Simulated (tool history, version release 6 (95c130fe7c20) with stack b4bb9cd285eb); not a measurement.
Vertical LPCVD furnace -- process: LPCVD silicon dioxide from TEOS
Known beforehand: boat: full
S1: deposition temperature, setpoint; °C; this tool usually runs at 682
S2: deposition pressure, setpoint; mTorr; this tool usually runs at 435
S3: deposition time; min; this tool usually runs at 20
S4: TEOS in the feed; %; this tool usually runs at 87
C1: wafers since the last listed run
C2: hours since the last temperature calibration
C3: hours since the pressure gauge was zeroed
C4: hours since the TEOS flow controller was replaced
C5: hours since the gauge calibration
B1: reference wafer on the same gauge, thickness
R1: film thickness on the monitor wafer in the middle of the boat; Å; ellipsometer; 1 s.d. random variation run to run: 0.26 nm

run   hour   S1   S2    S3  S4   C1      C2      C3      C4     C5      B1      R1
  1      0  682  435    26  87    0    4119  3342.6  4347.6  225.7  106.94  1555.6
  2    9.6  688  435    20  87   87  4128.6  3352.2  4357.2  235.3  107.04  1376.8
  3   24.2  688  435    20  87  133  4143.2  3366.8  4371.8  249.9  107.15  1379.9
  4   39.5  688  435    20  87  139  4158.5  3382.1  4387.1  265.2  107.01  1382.8
  5   56.7  682  435    20  87  157  4175.7  3399.3  4404.3  282.4   106.9  1195.4
  6   73.8  682  435    20  87  156  4192.8  3416.4  4421.4  299.5  106.99    1188
  7   85.5  682  435    20  87  106  4204.5  3428.1  4433.1  311.2  106.94  1189.5
  8  130.2  682  435  13.5  87  408  4249.2  3472.8  4477.8  355.9  107.01   807.2
  9  147.5  679  435    20  91  158  4266.5  3490.1  4495.1  373.2  107.02  1135.8
 10  166.1  679  435    20  91  170  4285.1  3508.7  4513.7  391.8  107.04  1141.2
 11  181.5  682  435    20  87  140  4300.5  3524.1  4529.1  407.2  107.12  1196.7
 12  197.6  682  435    20  87  147  4316.6  3540.2  4545.2  423.3  107.01  1194.5
 13    208  682  435    20  87   95    4327  3550.6  4555.6  433.7  107.03  1201.7
 14    225  682  435    20  87  155    4344  3567.6  4572.6  450.7  106.99  1198.5
       253  -- thermocouples replaced and temperature profile calibrated
 15  253.5  682  435    15  80   41     0.5  3596.1  4601.1  479.2  106.96   913.2
 16  293.1  687  370    20  87  362    40.1  3635.7  4640.7  518.8  107.03  1310.4
       318  -- thermocouples replaced and temperature profile calibrated, repeated, since the last time left the tool worse
     325.2  -- gauge calibrated
     325.7  -- TEOS flow controller replaced
 17  326.2  682  435    20  87   12     8.2  3668.8     0.5      1  107.11  1123.6
 18  330.9  682  350    16  87   38    12.9  3673.5     5.2    5.7  106.94   801.1
     354.4  -- pressure gauge zeroed
 19  354.9  694  505    25  82    4    36.9     0.5    29.2   29.7  107.09  1958.2
 20  359.5  688  435    20  87   42    41.5     5.1    33.8   34.3  107.02  1293.3
 21  364.1  682  400    13  81   42    46.1     9.7    38.4   38.9  106.96   674.2
 22  377.3  674  390  13.5  97  120    59.3    22.9    51.6   52.1  106.99     625
 23  392.4  682  435    20  87  138    74.4      38    66.7   67.2  107.02    1122
 24  407.9  682  355    20  72  141    89.9    53.5    82.2   82.7  106.99   921.3
 25  423.5  671  515    26  70  142   105.5    69.1    97.8   98.3  107.03  1086.6
 26  439.1  688  435    22  80  142   121.1    84.7   113.4  113.9  107.06    1371
 27  452.9  682  360  16.5  97  126   134.9    98.5   127.2  127.7     107   888.4
 28  470.7  682  435    14  87  162   152.7   116.3     145  145.5     107   785.9
 29  489.9  682  435    20  87  175   171.9   135.5   164.2  164.7     107  1128.2

Consider 3 possible next runs. They are alternatives, not a sequence: every one starts from the tool as it was left by run 29. What does each give?
  A  494.6  682  435  20  87  42  176.6  140.2  168.9  169.4   ?   ?
  B  494.6  677  435  15  75  42  176.6  140.2  168.9  169.4   ?   ?
  C  494.6  682  435  25  87  42  176.6  140.2  168.9  169.4   ?   ?

run      B1      R1
  A  106.93  1123.7
  B  106.93   693.1
  C  106.93  1404.6
Had the tool no hidden state, the same runs would have come out as:
run      R1
  A    1115
  B   687.7
  C  1393.8

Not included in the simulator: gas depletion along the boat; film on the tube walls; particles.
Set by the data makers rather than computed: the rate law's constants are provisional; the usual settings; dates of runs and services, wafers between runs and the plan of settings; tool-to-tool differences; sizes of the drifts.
